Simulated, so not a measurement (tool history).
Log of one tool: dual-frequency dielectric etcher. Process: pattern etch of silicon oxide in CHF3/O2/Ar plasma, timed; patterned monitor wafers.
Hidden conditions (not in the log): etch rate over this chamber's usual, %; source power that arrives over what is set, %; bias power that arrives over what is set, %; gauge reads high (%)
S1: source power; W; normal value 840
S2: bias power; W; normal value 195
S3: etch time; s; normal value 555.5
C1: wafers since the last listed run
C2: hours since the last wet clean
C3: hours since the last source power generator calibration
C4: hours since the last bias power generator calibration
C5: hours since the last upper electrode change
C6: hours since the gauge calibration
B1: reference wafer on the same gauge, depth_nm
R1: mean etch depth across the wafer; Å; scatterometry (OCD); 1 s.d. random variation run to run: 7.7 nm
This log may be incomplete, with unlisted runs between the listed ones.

Run 1, hour 0: usual settings; C1 0; C2 394.2; C3 4234.1; C4 2633.7; C5 2047.5; C6 2194; B1 1199.1. Result: R1 13155 Å.
At hour 24.5: gauge calibrated.
Run 2, hour 51.8: usual settings; C1 222; C2 446; C3 4285.9; C4 2685.5; C5 2099.3; C6 27.3; B1 1199. Result: R1 13174 Å.
Run 3, hour 105.3: usual settings; C1 230; C2 499.5; C3 4339.4; C4 2739; C5 2152.8; C6 80.8; B1 1196.9. Result: R1 13370 Å.
At hour 134.4: bias power generator calibrated.
At hour 143.1: wet clean of the chamber, repeated, since the last time left the tool worse.
At hour 171.2: source power generator calibrated.
Run 4, hour 176.1: usual settings; C1 232; C2 33; C3 4.9; C4 41.7; C5 2223.6; C6 151.6; B1 1196.4. Result: R1 12378 Å.
Run 5, hour 241.1: usual settings; C1 279; C2 98; C3 69.9; C4 106.7; C5 2288.6; C6 216.6; B1 1198.3. Result: R1 12417 Å.
Run 6, hour 273.7: usual settings but S2 176 W, S3 660.5 s; C1 140; C2 130.6; C3 102.5; C4 139.3; C5 2321.2; C6 249.2; B1 1200.6. Result: R1 14306 Å.
Run 7, hour 332.2: usual settings; C1 251; C2 189.1; C3 161; C4 197.8; C5 2379.7; C6 307.7; B1 1201.9. Result: R1 12501 Å.
Run 8, hour 399.6: usual settings; C1 290; C2 256.5; C3 228.4; C4 265.2; C5 2447.1; C6 375.1; B1 1201.7. Result: R1 12602 Å.
Run 9, hour 469.4: usual settings but S3 414 s; C1 300; C2 326.3; C3 298.2; C4 335; C5 2516.9; C6 444.9; B1 1198.6. Result: R1 9425 Å.
Run 10, hour 499.7: usual settings but S2 215 W; C1 130; C2 356.6; C3 328.5; C4 365.3; C5 2547.2; C6 475.2; B1 1201.3. Result: R1 12985 Å.
Run 11, hour 558.5: usual settings but S1 770 W, S2 217 W, S3 428 s; C1 253; C2 415.4; C3 387.3; C4 424.1; C5 2606; C6 534; B1 1196.5. Result: R1 9512 Å.
Run 12, hour 584.8: usual settings but S1 660 W, S2 227 W, S3 408.5 s; C1 113; C2 441.7; C3 413.6; C4 450.4; C5 2632.3; C6 560.3; B1 1202.1. Result: R1 8387 Å.
Run 13, hour 654.7: usual settings; C1 300; C2 511.6; C3 483.5; C4 520.3; C5 2702.2; C6 630.2; B1 1200.5. Result: R1 12668 Å.
At hour 689.3: wet clean of the chamber.
Run 14, hour 725.6: usual settings but S2 159 W; C1 201; C2 36.3; C3 554.4; C4 591.2; C5 2773.1; C6 701.1; B1 1200.3. Result: R1 11752 Å.
Run 15, hour 763.5: usual settings but S1 1030 W, S2 179 W, S3 511 s; C1 163; C2 74.2; C3 592.3; C4 629.1; C5 2811; C6 739; B1 1201.3. Result: R1 12504 Å.
At hour 809.6: upper electrode replaced.
Run 16, hour 812.5: usual settings but S2 241 W, S3 685 s; C1 107; C2 123.2; C3 641.3; C4 678.1; C5 2.9; C6 788; B1 1200.4. Result: R1 16204 Å.
Run 17, hour 853.9: usual settings but S1 730 W, S2 152 W, S3 494 s; C1 178; C2 164.6; C3 682.7; C4 719.5; C5 44.3; C6 829.4; B1 1200.6. Result: R1 9493 Å.
Run 18, hour 880.4: usual settings but S2 241 W, S3 685 s; C1 114; C2 191.1; C3 709.2; C4 746; C5 70.8; C6 855.9; B1 1197.1. Result: R1 16381 Å.
Run 19, hour 944.7: usual settings; C1 276; C2 255.4; C3 773.5; C4 810.3; C5 135.1; C6 920.2; B1 1196.8. Result: R1 12659 Å.
Run 20, hour 1105.1: usual settings but S1 990 W, S2 178 W, S3 671 s; C1 690; C2 415.8; C3 933.9; C4 970.7; C5 295.5; C6 1080.6; B1 1201.8. Result: R1 16339 Å.
At hour 1186: wet clean of the chamber.
Run 21, hour 1186.5: usual settings; C1 246; C2 0.5; C3 1015.3; C4 1052.1; C5 376.9; C6 1162; B1 1201.4. Result: R1 12424 Å.
Run 22, hour 1220.1: usual settings; C1 144; C2 34.1; C3 1048.9; C4 1085.7; C5 410.5; C6 1195.6; B1 1202.1. Result: R1 12294 Å.
Run 23, hour 1250.2: usual settings but S1 720 W, S2 225 W; C1 129; C2 64.2; C3 1079; C4 1115.8; C5 440.6; C6 1225.7; B1 1202.5. Result: R1 11711 Å.
Run 24, hour 1285.3: usual settings but S1 670 W, S2 176 W, S3 611.5 s; C1 151; C2 99.3; C3 1114.1; C4 1150.9; C5 475.7; C6 1260.8; B1 1198.5. Result: R1 11558 Å.
Run 25, hour 1318.9: usual settings but S2 157 W; C1 144; C2 132.9; C3 1147.7; C4 1184.5; C5 509.3; C6 1294.4; B1 1197.7. Result: R1 11729 Å.
Run 26, hour 1385.3: usual settings; C1 285; C2 199.3; C3 1214.1; C4 1250.9; C5 575.7; C6 1360.8; B1 1195.3. Result: R1 12582 Å.
Run 27, hour 1446.3: usual settings but S2 166 W, S3 701 s; C1 262; C2 260.3; C3 1275.1; C4 1311.9; C5 636.7; C6 1421.8; B1 1199.2. Result: R1 15144 Å.
Run 28, hour 1508.2: usual settings but S1 990 W, S2 163 W, S3 662.5 s; C1 266; C2 322.2; C3 1337; C4 1373.8; C5 698.6; C6 1483.7; B1 1200.6. Result: R1 15757 Å.

A few steps of R1 between consecutive runs. Split each: what settings, incoming material and random variation would produce without the hidden state, and what is left over for the hidden state, along with gauge scatter present in only one of the two compared results (measured, and without hidden state):
Run 3 -> 4: bias power generator calibrated, wet clean of the chamber, repeated, since the last time left the tool worse, source power generator calibrated. R1 -992 Å: hidden state -808, all else -184.
Run 16 -> 17: S1 840 -> 730, S2 241 -> 152, S3 685 -> 494. R1 -6711 Å: hidden state -17, all else -6694.
Run 17 -> 18: S1 730 -> 840, S2 152 -> 241, S3 494 -> 685. R1 +6888 Å: hidden state +77, all else +6811.
Run 20 -> 21: S1 990 -> 840, S2 178 -> 195, S3 671 -> 555.5, wet clean of the chamber. R1 -3915 Å: hidden state -336, all else -3579.
